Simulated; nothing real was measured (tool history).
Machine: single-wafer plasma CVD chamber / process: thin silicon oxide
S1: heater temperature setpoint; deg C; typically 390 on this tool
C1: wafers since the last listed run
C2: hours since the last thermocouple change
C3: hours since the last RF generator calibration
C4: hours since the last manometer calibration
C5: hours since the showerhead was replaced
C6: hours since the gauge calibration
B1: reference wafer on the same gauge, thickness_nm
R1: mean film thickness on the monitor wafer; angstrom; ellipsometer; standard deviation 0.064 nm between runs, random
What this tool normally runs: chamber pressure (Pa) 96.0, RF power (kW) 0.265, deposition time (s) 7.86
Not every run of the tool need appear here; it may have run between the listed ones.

Run 1, hour 0.0: usual settings; C1 0; C2 2338.2; C3 1578.3; C4 1513.8; C5 1851.1; C6 810.0; B1 13.004. Result: R1 126.82 angstrom.
Run 2, hour 47.2: usual settings; C1 724; C2 2385.4; C3 1625.5; C4 1561.0; C5 1898.3; C6 857.2; B1 13.004. Result: R1 127.23 angstrom.
Run 3, hour 105.0: usual settings; C1 887; C2 2443.2; C3 1683.3; C4 1618.8; C5 1956.1; C6 915.0; B1 13.015. Result: R1 127.22 angstrom.
Run 4, hour 158.4: usual settings; C1 819; C2 2496.6; C3 1736.7; C4 1672.2; C5 2009.5; C6 968.4; B1 13.003. Result: R1 127.70 angstrom.
Run 5, hour 185.0: usual settings; C1 408; C2 2523.2; C3 1763.3; C4 1698.8; C5 2036.1; C6 995.0; B1 13.003. Result: R1 127.58 angstrom.
Run 6, hour 245.9: usual settings; C1 934; C2 2584.1; C3 1824.2; C4 1759.7; C5 2097.0; C6 1055.9; B1 13.002. Result: R1 126.35 angstrom.
Run 7, hour 316.9: usual settings but deposition time (s) 6.94; C1 1089; C2 2655.1; C3 1895.2; C4 1830.7; C5 2168.0; C6 1126.9; B1 13.011. Result: R1 111.37 angstrom.
Run 8, hour 382.3: usual settings but deposition time (s) 6.94; C1 1003; C2 2720.5; C3 1960.6; C4 1896.1; C5 2233.4; C6 1192.3; B1 12.988. Result: R1 112.74 angstrom.
At hour 427.0: thermocouple changed; heater temperature recalibrated.
Run 9, hour 427.5: usual settings; C1 570; C2 0.5; C3 2005.8; C4 1941.3; C5 2278.6; C6 1237.5; B1 12.990. Result: R1 127.36 angstrom.
Run 10, hour 457.9: usual settings but S1 400 deg C; C1 466; C2 30.9; C3 2036.2; C4 1971.7; C5 2309.0; C6 1267.9; B1 12.990. Result: R1 126.94 angstrom.
Run 11, hour 524.7: usual settings but S1 400 deg C; C1 1025; C2 97.7; C3 2103.0; C4 2038.5; C5 2375.8; C6 1334.7; B1 13.009. Result: R1 125.72 angstrom.
Run 12, hour 559.0: usual settings but RF power (kW) 0.250; C1 526; C2 132.0; C3 2137.3; C4 2072.8; C5 2410.1; C6 1369.0; B1 13.008. Result: R1 122.72 angstrom.
Run 13, hour 603.9: usual settings but S1 380 deg C; C1 689; C2 176.9; C3 2182.2; C4 2117.7; C5 2455.0; C6 1413.9; B1 13.028. Result: R1 128.00 angstrom.
At hour 643.7: gauge calibrated.
At hour 664.4: RF generator calibrated.
Run 14, hour 666.9: usual settings but S1 383 deg C; C1 844; C2 239.9; C3 2.5; C4 2180.7; C5 2518.0; C6 23.2; B1 12.989. Result: R1 134.15 angstrom.
Run 15, hour 855.7: usual settings but S1 400 deg C, RF power (kW) 0.295, deposition time (s) 8.39; C1 2897; C2 428.7; C3 191.3; C4 2369.5; C5 2706.8; C6 212.0; B1 13.005. Result: R1 147.48 angstrom.
Run 16, hour 913.2: usual settings; C1 882; C2 486.2; C3 248.8; C4 2427.0; C5 2764.3; C6 269.5; B1 12.990. Result: R1 132.17 angstrom.
Run 17, hour 953.1: usual settings but S1 385 deg C, chamber pressure (Pa) 72.1, RF power (kW) 0.235, deposition time (s) 8.59; C1 612; C2 526.1; C3 288.7; C4 2466.9; C5 2804.2; C6 309.4; B1 13.005. Result: R1 102.92 angstrom.
At hour 1002.4: showerhead replaced.
Run 18, hour 1003.2: usual settings but S1 377 deg C; C1 646; C2 576.2; C3 338.8; C4 2517.0; C5 0.8; C6 359.5; B1 12.998. Result: R1 132.38 angstrom.
At hour 1013.2: capacitance manometer re-zeroed and calibrated.
Run 19, hour 1048.7: usual settings but S1 402 deg C, chamber pressure (Pa) 87.7, RF power (kW) 0.310; C1 575; C2 621.7; C3 384.3; C4 35.5; C5 46.3; C6 405.0; B1 13.007. Result: R1 124.59 angstrom.
Run 20, hour 1090.6: usual settings but S1 382 deg C, RF power (kW) 0.215, deposition time (s) 6.79; C1 643; C2 663.6; C3 426.2; C4 77.4; C5 88.2; C6 446.9; B1 12.990. Result: R1 95.43 angstrom.
Run 21, hour 1126.5: usual settings but RF power (kW) 0.225, deposition time (s) 8.66; C1 550; C2 699.5; C3 462.1; C4 113.3; C5 124.1; C6 482.8; B1 12.993. Result: R1 123.64 angstrom.
Run 22, hour 1153.5: usual settings but S1 401 deg C, chamber pressure (Pa) 116.5, RF power (kW) 0.285; C1 414; C2 726.5; C3 489.1; C4 140.3; C5 151.1; C6 509.8; B1 13.013. Result: R1 151.98 angstrom.
Run 23, hour 1212.2: usual settings but RF power (kW) 0.220, deposition time (s) 8.78; C1 900; C2 785.2; C3 547.8; C4 199.0; C5 209.8; C6 568.5; B1 12.999. Result: R1 124.16 angstrom.
Run 24, hour 1244.1: usual settings; C1 489; C2 817.1; C3 579.7; C4 230.9; C5 241.7; C6 600.4; B1 13.019. Result: R1 125.91 angstrom.
Run 25, hour 1303.1: usual settings but deposition time (s) 8.62; C1 905; C2 876.1; C3 638.7; C4 289.9; C5 300.7; C6 659.4; B1 12.996. Result: R1 136.90 angstrom.
Run 26, hour 1342.6: usual settings but S1 397 deg C, RF power (kW) 0.305, deposition time (s) 6.79; C1 606; C2 915.6; C3 678.2; C4 329.4; C5 340.2; C6 698.9; B1 12.996. Result: R1 116.35 angstrom.
Run 27, hour 1402.0: usual settings; C1 911; C2 975.0; C3 737.6; C4 388.8; C5 399.6; C6 758.3; B1 13.016. Result: R1 126.28 angstrom.
Run 28, hour 1453.9: usual settings but S1 386 deg C; C1 796; C2 1026.9; C3 789.5; C4 440.7; C5 451.5; C6 810.2; B1 12.989. Result: R1 126.37 angstrom.

Below are 5 alternative next runs, each starting from the tool's condition after run 28. Predict each:
Run A, hour 1454.3: usual settings but S1 394 deg C; C1 6; C2 1027.3; C3 789.9; C4 441.1; C5 451.9; C6 810.6; B1 ?. Result: R1 ?.
Run B, hour 1454.3: usual settings but S1 405 deg C, RF power (kW) 0.235, deposition time (s) 6.50; C1 6; C2 1027.3; C3 789.9; C4 441.1; C5 451.9; C6 810.6; B1 ?. Result: R1 ?.
Run C, hour 1454.3: usual settings but RF power (kW) 0.250, deposition time (s) 6.66; C1 6; C2 1027.3; C3 789.9; C4 441.1; C5 451.9; C6 810.6; B1 ?. Result: R1 ?.
Run D, hour 1454.3: usual settings but RF power (kW) 0.240; C1 6; C2 1027.3; C3 789.9; C4 441.1; C5 451.9; C6 810.6; B1 ?. Result: R1 ?.
Run E, hour 1454.3: usual settings but S1 398 deg C, chamber pressure (Pa) 77.9; C1 6; C2 1027.3; C3 789.9; C4 441.1; C5 451.9; C6 810.6; B1 ?. Result: R1 ?.

run      B1      R1
  A  13.005  126.66
  B  13.005   96.72
  C  13.005  103.96
  D  13.005  119.65
  E  13.005  103.81
Had the tool no hidden state, the same runs would have come out as:
run      R1
  A  127.29
  B   97.38
  C  104.65
  D  120.44
  E  104.20
